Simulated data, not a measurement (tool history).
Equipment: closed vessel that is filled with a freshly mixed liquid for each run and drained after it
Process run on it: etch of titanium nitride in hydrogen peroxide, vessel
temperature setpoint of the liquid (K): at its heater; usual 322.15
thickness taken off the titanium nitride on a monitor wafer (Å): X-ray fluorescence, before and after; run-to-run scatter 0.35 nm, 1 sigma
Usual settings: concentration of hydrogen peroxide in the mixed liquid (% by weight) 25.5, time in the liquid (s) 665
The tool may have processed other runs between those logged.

run     day  temperature setpoint of the liquid (K)  concentration of hydrogen peroxide in the mixed liquid (% by weight)  time in the liquid (s)  read-back film thickness of the titanium nitride reference wafer, read on the same gauge (nm)  thickness taken off the titanium nitride on a monitor wafer (Å)
  1       0                                  324.15                                                                  25.5                     665                                                                                         129.97                                                              510
  2   1.275                                  324.15                                                                  25.5                     665                                                                                         129.95                                                            514.6
  3   2.446                                  322.15                                                                  21.5                     665                                                                                         129.98                                                            419.5
  4   3.246                                  322.15                                                                  21.5                     665                                                                                         130.02                                                            425.8
  5   3.767                                  322.15                                                                  25.5                     665                                                                                         130.01                                                            437.5
  6   4.808                                  322.15                                                                  25.5                     665                                                                                         130.04                                                              442
  7   5.704                                  322.15                                                                  25.5                     665                                                                                         129.95                                                            440.9
  8   7.067                                  318.65                                                                    30                     270                                                                                         129.98                                                            143.8
  9   8.075                                  322.15                                                                  25.5                     665                                                                                         130.01                                                            438.8
 10   9.342                                  316.15                                                                    30                     915                                                                                         130.05                                                              406
 11  10.267                                  316.15                                                                  23.5                     665                                                                                            130                                                            277.4
 12  11.012                                  325.15                                                                  20.5                     665                                                                                            130                                                            523.6
 13  11.796                                  318.65                                                                  21.5                     665                                                                                         130.03                                                            325.7
 14  15.046                                  322.15                                                                  25.5                     665                                                                                         130.02                                                            443.8

Missing from the log above: 4 entries noted between runs. For each, name the pair of listed runs it sits between and say how the tool's hidden condition differs from the listed run just before to the listed run just after:
From run 8 to run 9: peroxide flow meter replaced (day 7.183); gauge calibrated (day 7.546); thermometer replaced (day 8.054)
  both runs share identical hidden conditions
From run 9 to run 10: new drum of peroxide connected (day 8.825)
  both runs share identical hidden conditions

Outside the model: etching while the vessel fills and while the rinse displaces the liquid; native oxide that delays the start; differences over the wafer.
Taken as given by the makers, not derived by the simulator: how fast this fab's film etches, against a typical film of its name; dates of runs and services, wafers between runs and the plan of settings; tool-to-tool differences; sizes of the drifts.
